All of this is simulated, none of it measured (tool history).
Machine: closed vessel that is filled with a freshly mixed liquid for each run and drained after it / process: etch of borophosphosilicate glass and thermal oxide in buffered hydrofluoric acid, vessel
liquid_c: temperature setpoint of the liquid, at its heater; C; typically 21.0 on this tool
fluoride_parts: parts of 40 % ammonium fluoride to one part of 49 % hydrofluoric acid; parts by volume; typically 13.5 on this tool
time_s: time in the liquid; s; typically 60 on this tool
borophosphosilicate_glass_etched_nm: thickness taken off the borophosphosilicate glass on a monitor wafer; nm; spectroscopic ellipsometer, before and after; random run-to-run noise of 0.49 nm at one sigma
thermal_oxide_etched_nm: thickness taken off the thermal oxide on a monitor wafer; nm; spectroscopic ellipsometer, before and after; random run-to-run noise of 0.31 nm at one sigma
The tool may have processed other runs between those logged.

run,hour,liquid_c,fluoride_parts,time_s,wafers since the last listed run,hours since the thermometer was replaced,hours since the hydrofluoric acid flow meter was replaced,hours since the gauge calibration,"read-back film thickness of the borophosphosilicate glass reference wafer, read on the same gauge (nm)","read-back film thickness of the thermal oxide reference wafer, read on the same gauge (nm)",borophosphosilicate_glass_etched_nm,thermal_oxide_etched_nm
1,0.0,23.5,9.0,60,0,1611.4,23.1,931.2,149.97,149.99,129.65,81.72
2,114.4,23.5,9.0,60,7613,1725.8,137.5,1045.6,149.99,149.99,129.80,80.85
3,178.1,21.0,13.5,60,4239,1789.5,201.2,1109.3,150.00,150.01,76.50,49.13
4,231.5,21.0,13.5,60,3553,1842.9,254.6,1162.7,150.01,149.98,77.42,48.71
5,256.5,21.0,13.5,60,1663,1867.9,279.6,1187.7,150.01,149.98,76.90,49.33
6,309.0,23.5,13.5,60,3493,1920.4,332.1,1240.2,149.99,150.00,88.97,55.60
7,379.7,21.0,17.0,60,4705,1991.1,402.8,1310.9,149.98,150.02,61.61,39.05
8,414.8,21.0,17.0,60,2335,2026.2,437.9,1346.0,150.00,150.01,60.93,38.68
# hour 450.0: thermometer replaced
# hour 463.2: gauge calibrated
9,467.2,21.0,17.0,60,3420,17.2,490.3,4.0,150.00,150.03,61.13,38.55
10,530.2,23.0,13.5,35,4192,80.2,553.3,67.0,149.99,149.98,49.86,31.11
11,579.8,21.0,13.5,60,3300,129.8,602.9,116.6,150.00,149.99,76.82,48.14
12,708.4,23.5,16.0,90,8558,258.4,731.5,245.2,150.03,150.01,111.54,69.21
13,749.2,21.0,8.0,60,2715,299.2,772.3,286.0,150.01,150.04,123.65,77.05
14,814.1,21.0,13.5,75,4319,364.1,837.2,350.9,149.99,149.98,94.14,59.61
15,853.4,21.0,13.5,60,2615,403.4,876.5,390.2,150.00,150.01,74.66,47.46

What will run 16 give?
16,889.4,21.0,17.0,60,2395,439.4,912.5,426.2,?,?,?,?

read-back film thickness of the borophosphosilicate glass reference wafer, read on the same gauge (nm): 150.00
read-back film thickness of the thermal oxide reference wafer, read on the same gauge (nm): 150.03
borophosphosilicate_glass_etched_nm: 59.43 nm
thermal_oxide_etched_nm: 37.54 nm
Minus the tool's unlogged condition, the same run would have read borophosphosilicate_glass_etched_nm 62.54 nm, thermal_oxide_etched_nm 39.50 nm.

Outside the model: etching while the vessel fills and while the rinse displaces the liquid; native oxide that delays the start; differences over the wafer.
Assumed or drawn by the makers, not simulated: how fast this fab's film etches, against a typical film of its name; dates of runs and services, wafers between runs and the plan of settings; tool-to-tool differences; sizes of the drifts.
